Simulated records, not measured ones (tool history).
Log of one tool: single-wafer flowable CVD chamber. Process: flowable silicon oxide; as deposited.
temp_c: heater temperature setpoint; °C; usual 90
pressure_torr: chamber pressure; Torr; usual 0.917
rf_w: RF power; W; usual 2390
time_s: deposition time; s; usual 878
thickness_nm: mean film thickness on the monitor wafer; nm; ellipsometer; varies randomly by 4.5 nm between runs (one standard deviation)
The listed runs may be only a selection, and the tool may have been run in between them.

| run | hour | temp_c | pressure_torr | rf_w | time_s | read-back reference wafer on the same gauge, thickness_nm | thickness_nm |
|---|---|---|---|---|---|---|---|
| 1 | 0.0 | 90 | 0.917 | 2770 | 772 | 1018.535 | 660.764 |
| 2 | 14.3 | 80 | 0.917 | 2630 | 878 | 1018.210 | 1046.475 |
| 3 | 32.8 | 90 | 1.071 | 2390 | 934 | 1017.703 | 919.213 |
| 4 | 44.5 | 90 | 1.071 | 2390 | 934 | 1017.500 | 914.785 |
| 5 | 57.5 | 90 | 1.071 | 2390 | 934 | 1017.406 | 912.863 |
| 6 | 74.3 | 90 | 0.832 | 2390 | 878 | 1018.152 | 661.315 |
|  | 83.3 | RF generator calibrated |
| 7 | 90.2 | 80 | 0.917 | 2390 | 878 | 1019.179 | 1019.243 |
| 8 | 101.4 | 80 | 0.917 | 2390 | 878 | 1017.925 | 1017.735 |
| 9 | 111.6 | 80 | 0.917 | 2390 | 878 | 1018.176 | 1037.924 |
|  | 121.9 | gauge calibrated |
|  | 127.1 | showerhead replaced, of another model than before |
| 10 | 127.6 | 90 | 0.917 | 2390 | 878 | 1017.549 | 723.754 |
| 11 | 138.0 | 90 | 0.917 | 2390 | 926 | 1018.407 | 770.911 |
| 12 | 147.6 | 80 | 0.917 | 2390 | 878 | 1018.048 | 1015.668 |
| 13 | 161.3 | 90 | 0.917 | 2390 | 878 | 1018.170 | 721.178 |
| 14 | 167.4 | 86 | 0.917 | 2390 | 986 | 1017.605 | 937.939 |
| 15 | 182.5 | 95 | 1.074 | 2390 | 878 | 1017.111 | 691.003 |
| 16 | 191.8 | 90 | 0.917 | 2390 | 955 | 1017.635 | 784.307 |
|  | 208.5 | thermocouple changed; heater temperature recalibrated |
| 17 | 209.0 | 90 | 0.832 | 2390 | 878 | 1017.683 | 819.631 |
|  | 217.7 | capacitance manometer re-zeroed and calibrated |
| 18 | 218.2 | 84 | 1.082 | 2160 | 711 | 1017.574 | 982.503 |
| 19 | 223.9 | 100 | 0.781 | 2810 | 929 | 1017.728 | 591.504 |
| 20 | 230.2 | 101 | 0.917 | 1985 | 878 | 1017.491 | 577.973 |
| 21 | 241.0 | 102 | 0.917 | 2390 | 878 | 1018.175 | 570.040 |
| 22 | 255.5 | 103 | 0.917 | 2155 | 878 | 1017.265 | 548.017 |
| 23 | 272.7 | 90 | 0.917 | 2390 | 878 | 1018.572 | 880.843 |

Here are 3 independent what-if runs from the current tool condition. What would each one return?
| A | 273.3 | 90 | 1.044 | 2390 | 878 | ? | ? |
| B | 273.3 | 90 | 1.100 | 2390 | 878 | ? | ? |
| C | 273.3 | 85 | 0.917 | 2390 | 811 | ? | ? |

| run | read-back reference wafer on the same gauge, thickness_nm | thickness_nm |
|---|---|---|
| A | 1017.467 | 978.012 |
| B | 1017.467 | 1021.230 |
| C | 1017.467 | 955.015 |
Stripped of hidden state, with their random variation kept, the same runs would have yielded:
| run | thickness_nm |
|---|---|
| A | 983.701 |
| B | 1027.170 |
| C | 959.902 |
